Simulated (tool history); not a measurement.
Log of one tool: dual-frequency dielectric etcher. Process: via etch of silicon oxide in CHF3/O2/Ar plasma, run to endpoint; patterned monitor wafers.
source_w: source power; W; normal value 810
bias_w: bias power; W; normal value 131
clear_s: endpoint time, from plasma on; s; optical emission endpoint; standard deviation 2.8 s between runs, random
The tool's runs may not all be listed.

| run | day | source_w | bias_w | wafers since the last listed run | hours since the last wet clean | hours since the last source power generator calibration | hours since the last bias power generator calibration | hours since the last upper electrode change | incoming incoming film thickness, nm | clear_s |
|---|---|---|---|---|---|---|---|---|---|---|
| 1 | 0 | 930 | 131 | 0 | 178.4 | 4569.3 | 4802.4 | 4871.8 | 648.6 | 339.7 |
| 2 | 0.671 | 930 | 131 | 90 | 194.5 | 4585.4 | 4818.5 | 4887.9 | 658.3 | 350.7 |
| 3 | 1.233 | 930 | 131 | 75 | 208 | 4598.9 | 4832 | 4901.4 | 644.5 | 341 |
| 4 | 2.388 | 890 | 131 | 155 | 235.7 | 4626.6 | 4859.7 | 4929.1 | 647.1 | 350.8 |
| 5 | 3.246 | 890 | 131 | 115 | 256.3 | 4647.2 | 4880.3 | 4949.7 | 642 | 341.3 |
| 6 | 3.983 | 740 | 146 | 99 | 274 | 4664.9 | 4898 | 4967.4 | 646.2 | 358 |
| 7 | 7.217 | 740 | 146 | 436 | 351.6 | 4742.5 | 4975.6 | 5045 | 646.1 | 359.2 |
| 8 | 7.792 | 960 | 131 | 77 | 365.4 | 4756.3 | 4989.4 | 5058.8 | 652.8 | 354.4 |
| 9 | 8.758 | 960 | 131 | 130 | 388.6 | 4779.5 | 5012.6 | 5082 | 657.1 | 350.9 |
| 10 | 10.175 | 960 | 131 | 191 | 422.6 | 4813.5 | 5046.6 | 5116 | 650.1 | 353.8 |
|  | 10.538 | source power generator calibrated |
| 11 | 11.029 | 810 | 131 | 92 | 443.1 | 11.8 | 5067.1 | 5136.5 | 646.8 | 367.6 |
|  | 12.521 | wet clean of the chamber |
|  | 13.462 | upper electrode replaced |
|  | 13.562 | bias power generator calibrated |
| 12 | 13.796 | 910 | 99 | 97 | 30.6 | 78.2 | 5.6 | 8 | 648.6 | 366.3 |
| 13 | 14.571 | 810 | 131 | 104 | 49.2 | 96.8 | 24.2 | 26.6 | 642.5 | 350.4 |
| 14 | 15.454 | 760 | 118 | 119 | 70.4 | 118 | 45.4 | 47.8 | 644.7 | 369.4 |
| 15 | 16.846 | 930 | 99 | 187 | 103.8 | 151.4 | 78.8 | 81.2 | 651.5 | 365.3 |
| 16 | 17.929 | 650 | 103 | 146 | 129.8 | 177.4 | 104.8 | 107.2 | 649.9 | 407.2 |
| 17 | 21.8 | 950 | 140 | 522 | 222.7 | 270.3 | 197.7 | 200.1 | 648.2 | 338.1 |
| 18 | 23.15 | 950 | 105 | 182 | 255.1 | 302.7 | 230.1 | 232.5 | 646.6 | 363.2 |
| 19 | 24.5 | 810 | 131 | 182 | 287.5 | 335.1 | 262.5 | 264.9 | 651.3 | 361 |
| 20 | 25.929 | 970 | 131 | 192 | 321.8 | 369.4 | 296.8 | 299.2 | 646.8 | 342.6 |
| 21 | 26.658 | 630 | 160 | 98 | 339.3 | 386.9 | 314.3 | 316.7 | 646 | 363.4 |
| 22 | 27.625 | 1000 | 131 | 130 | 362.5 | 410.1 | 337.5 | 339.9 | 651.8 | 345.3 |

State the hidden condition of the tool at each of the runs:
source power that arrives over what is set, %: 0 in every run
bias power that arrives over what is set, %: 0 in every run
H1: etch rate over this chamber's usual, %
| run | H1 |
|---|---|
| 1 | -2.65 |
| 2 | -2.83 |
| 3 | -2.98 |
| 4 | -3.29 |
| 5 | -3.52 |
| 6 | -3.72 |
| 7 | -4.59 |
| 8 | -4.74 |
| 9 | -5 |
| 10 | -5.38 |
| 11 | -5.61 |
| 12 | -0.522 |
| 13 | -0.73 |
| 14 | -0.967 |
| 15 | -1.34 |
| 16 | -1.63 |
| 17 | -2.67 |
| 18 | -3.03 |
| 19 | -3.39 |
| 20 | -3.78 |
| 21 | -3.97 |
| 22 | -4.23 |
